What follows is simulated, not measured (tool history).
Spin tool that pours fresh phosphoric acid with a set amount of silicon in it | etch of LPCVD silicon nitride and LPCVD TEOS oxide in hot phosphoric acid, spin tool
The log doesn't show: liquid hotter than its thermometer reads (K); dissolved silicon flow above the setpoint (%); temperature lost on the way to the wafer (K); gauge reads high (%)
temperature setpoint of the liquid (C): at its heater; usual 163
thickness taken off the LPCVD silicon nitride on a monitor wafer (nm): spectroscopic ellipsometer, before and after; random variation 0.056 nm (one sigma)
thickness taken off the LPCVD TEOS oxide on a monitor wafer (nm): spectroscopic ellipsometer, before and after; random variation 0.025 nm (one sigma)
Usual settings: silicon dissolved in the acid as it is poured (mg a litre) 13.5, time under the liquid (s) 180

| run | hour | temperature setpoint of the liquid (C) | silicon dissolved in the acid as it is poured (mg a litre) | time under the liquid (s) | wafers since the last listed run | hours since the thermometer was replaced | hours since the dissolved silicon flow meter was replaced | hours since the heated supply line was repaired | hours since the gauge calibration | read-back film thickness of the LPCVD silicon nitride reference wafer, read on the same gauge (nm) | read-back film thickness of the LPCVD TEOS oxide reference wafer, read on the same gauge (nm) | thickness taken off the LPCVD silicon nitride on a monitor wafer (nm) | thickness taken off the LPCVD TEOS oxide on a monitor wafer (nm) |
|---|---|---|---|---|---|---|---|---|---|---|---|---|---|
| 1 | 0.0 | 163 | 13.5 | 180 | 0 | 701.0 | 429.7 | 896.6 | 216.2 | 29.99 | 130.034 | 18.46 | 1.116 |
| 2 | 26.0 | 163 | 13.5 | 180 | 253 | 727.0 | 455.7 | 922.6 | 242.2 | 30.01 | 129.969 | 18.42 | 1.089 |
|  | 38.7 | heated supply line repaired |
| 3 | 51.9 | 163 | 5.0 | 180 | 243 | 752.9 | 481.6 | 13.2 | 268.1 | 29.94 | 129.951 | 18.52 | 1.351 |
| 4 | 113.0 | 163 | 13.5 | 180 | 596 | 814.0 | 542.7 | 74.3 | 329.2 | 29.99 | 129.995 | 18.56 | 1.133 |
| 5 | 132.0 | 163 | 13.5 | 180 | 185 | 833.0 | 561.7 | 93.3 | 348.2 | 30.01 | 130.020 | 18.68 | 1.138 |
| 6 | 146.7 | 163 | 13.5 | 180 | 143 | 847.7 | 576.4 | 108.0 | 362.9 | 30.00 | 130.018 | 18.64 | 1.072 |
| 7 | 174.9 | 163 | 13.5 | 180 | 275 | 875.9 | 604.6 | 136.2 | 391.1 | 30.06 | 130.014 | 18.57 | 1.149 |
| 8 | 188.3 | 163 | 13.5 | 180 | 130 | 889.3 | 618.0 | 149.6 | 404.5 | 30.00 | 130.011 | 18.58 | 1.147 |
|  | 213.2 | gauge calibrated |
| 9 | 220.5 | 163 | 5.5 | 240 | 314 | 921.5 | 650.2 | 181.8 | 7.3 | 29.99 | 130.007 | 24.82 | 1.776 |
| 10 | 235.3 | 161 | 19.0 | 280 | 144 | 936.3 | 665.0 | 196.6 | 22.1 | 30.00 | 129.982 | 27.13 | 1.325 |
|  | 257.6 | thermometer replaced |
| 11 | 267.8 | 163 | 13.5 | 180 | 307 | 10.2 | 697.5 | 229.1 | 54.6 | 29.97 | 130.032 | 18.14 | 1.003 |
| 12 | 298.7 | 163 | 22.5 | 180 | 301 | 41.1 | 728.4 | 260.0 | 85.5 | 29.98 | 130.036 | 18.04 | 0.837 |

Run 13 comes next. What will it give?
| 13 | 376.8 | 163 | 23.5 | 180 | 762 | 119.2 | 806.5 | 338.1 | 163.6 | ? | ? | ? | ? |

read-back film thickness of the LPCVD silicon nitride reference wafer, read on the same gauge (nm): 30.01
read-back film thickness of the LPCVD TEOS oxide reference wafer, read on the same gauge (nm): 130.027
thickness taken off the LPCVD silicon nitride on a monitor wafer (nm): 18.16
thickness taken off the LPCVD TEOS oxide on a monitor wafer (nm): 0.805
Without the tool's hidden state the same run would have given thickness taken off the LPCVD silicon nitride on a monitor wafer (nm) 18.07, thickness taken off the LPCVD TEOS oxide on a monitor wafer (nm) 0.796.
